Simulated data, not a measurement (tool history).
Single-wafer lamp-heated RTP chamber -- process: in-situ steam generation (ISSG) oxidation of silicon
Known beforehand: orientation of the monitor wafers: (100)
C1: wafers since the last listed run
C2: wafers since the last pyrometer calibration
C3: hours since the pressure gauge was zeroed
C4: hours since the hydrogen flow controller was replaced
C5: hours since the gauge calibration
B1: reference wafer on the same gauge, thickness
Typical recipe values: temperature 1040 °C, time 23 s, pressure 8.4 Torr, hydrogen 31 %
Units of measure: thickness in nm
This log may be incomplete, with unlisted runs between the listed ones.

{"run": 1, "hour": 0.0, "temperature": 1040, "time": 23, "pressure": 8.4, "hydrogen": 32, "C1": 0, "C2": 121, "C3": 2617.1, "C4": 3478.4, "C5": 241, "B1": 6.912, "thickness": 7.217}
{"run": 2, "hour": 39.3, "temperature": 1040, "time": 23, "pressure": 8.4, "hydrogen": 32, "C1": 607, "C2": 728, "C3": 2656.4, "C4": 3517.7, "C5": 280.3, "B1": 6.902, "thickness": 7.32}
{"run": 3, "hour": 104.9, "temperature": 1040, "time": 23, "pressure": 8.4, "hydrogen": 31, "C1": 1014, "C2": 1743, "C3": 2722, "C4": 3583.3, "C5": 345.9, "B1": 6.916, "thickness": 7.484}
{"hour": 126.4, "done": "pyrometer window cleaned and pyrometer calibrated"}
{"hour": 133.5, "done": "gauge calibrated"}
{"run": 4, "hour": 136.1, "temperature": 1029, "time": 23, "pressure": 8.4, "hydrogen": 31, "C1": 358, "C2": 149, "C3": 2753.2, "C4": 3614.5, "C5": 2.6, "B1": 6.909, "thickness": 6.797}
{"run": 5, "hour": 152.0, "temperature": 1029, "time": 23, "pressure": 8.4, "hydrogen": 31, "C1": 245, "C2": 395, "C3": 2769.1, "C4": 3630.4, "C5": 18.5, "B1": 6.914, "thickness": 6.919}
{"run": 6, "hour": 171.7, "temperature": 1051, "time": 23, "pressure": 8.4, "hydrogen": 31, "C1": 304, "C2": 700, "C3": 2788.8, "C4": 3650.1, "C5": 38.2, "B1": 6.898, "thickness": 7.803}
{"run": 7, "hour": 207.3, "temperature": 1051, "time": 23, "pressure": 8.4, "hydrogen": 31, "C1": 550, "C2": 1251, "C3": 2824.4, "C4": 3685.7, "C5": 73.8, "B1": 6.917, "thickness": 7.926}
{"hour": 233.2, "done": "hydrogen flow controller replaced"}
{"run": 8, "hour": 233.7, "temperature": 1051, "time": 23, "pressure": 8.4, "hydrogen": 31, "C1": 284, "C2": 1535, "C3": 2850.8, "C4": 0.5, "C5": 100.2, "B1": 6.906, "thickness": 8.042}
{"run": 9, "hour": 250.9, "temperature": 1040, "time": 23, "pressure": 8.4, "hydrogen": 28, "C1": 266, "C2": 1801, "C3": 2868, "C4": 17.7, "C5": 117.4, "B1": 6.922, "thickness": 7.395}
{"hour": 270.2, "done": "pyrometer window cleaned and pyrometer calibrated"}
{"run": 10, "hour": 298.9, "temperature": 1040, "time": 23, "pressure": 8.4, "hydrogen": 28, "C1": 618, "C2": 443, "C3": 2916, "C4": 65.7, "C5": 165.4, "B1": 6.928, "thickness": 7.051}
{"run": 11, "hour": 322.3, "temperature": 1040, "time": 29, "pressure": 8.4, "hydrogen": 31, "C1": 361, "C2": 805, "C3": 2939.4, "C4": 89.1, "C5": 188.8, "B1": 6.909, "thickness": 8.357}
{"run": 12, "hour": 356.9, "temperature": 1029, "time": 23, "pressure": 8.4, "hydrogen": 31, "C1": 535, "C2": 1340, "C3": 2974, "C4": 123.7, "C5": 223.4, "B1": 6.915, "thickness": 7.028}
{"run": 13, "hour": 374.1, "temperature": 1040, "time": 23, "pressure": 8.4, "hydrogen": 31, "C1": 266, "C2": 1606, "C3": 2991.2, "C4": 140.9, "C5": 240.6, "B1": 6.906, "thickness": 7.414}
{"hour": 428.4, "done": "pyrometer window cleaned and pyrometer calibrated"}
{"run": 14, "hour": 437.2, "temperature": 1031, "time": 15, "pressure": 8.9, "hydrogen": 32, "C1": 852, "C2": 135, "C3": 3054.3, "C4": 204, "C5": 303.7, "B1": 6.92, "thickness": 5.594}
{"run": 15, "hour": 450.1, "temperature": 1040, "time": 23, "pressure": 8.4, "hydrogen": 31, "C1": 199, "C2": 335, "C3": 3067.2, "C4": 216.9, "C5": 316.6, "B1": 6.908, "thickness": 7.201}
{"hour": 492.7, "done": "pressure gauge zeroed"}
{"run": 16, "hour": 493.2, "temperature": 1057, "time": 16, "pressure": 7.9, "hydrogen": 24, "C1": 542, "C2": 877, "C3": 0.5, "C4": 260, "C5": 359.7, "B1": 6.911, "thickness": 6.302}
{"run": 17, "hour": 506.3, "temperature": 1040, "time": 23, "pressure": 9.3, "hydrogen": 32, "C1": 202, "C2": 1080, "C3": 13.6, "C4": 273.1, "C5": 372.8, "B1": 6.909, "thickness": 7.376}

Run 18 is up next; what results do you expect?
{"hour": 508.2, "done": "gauge calibrated"}
{"run": 18, "hour": 523.5, "temperature": 1032, "time": 14, "pressure": 9.2, "hydrogen": 31, "C1": 266, "C2": 1346, "C3": 30.8, "C4": 290.3, "C5": 15.3, "B1": "?", "thickness": "?"}

Run 18 produced B1 6.916, thickness 5.509 nm.
Take away the tool's hidden state, keep the run-to-run variation as it was, and the same run would have given thickness 5.31 nm.
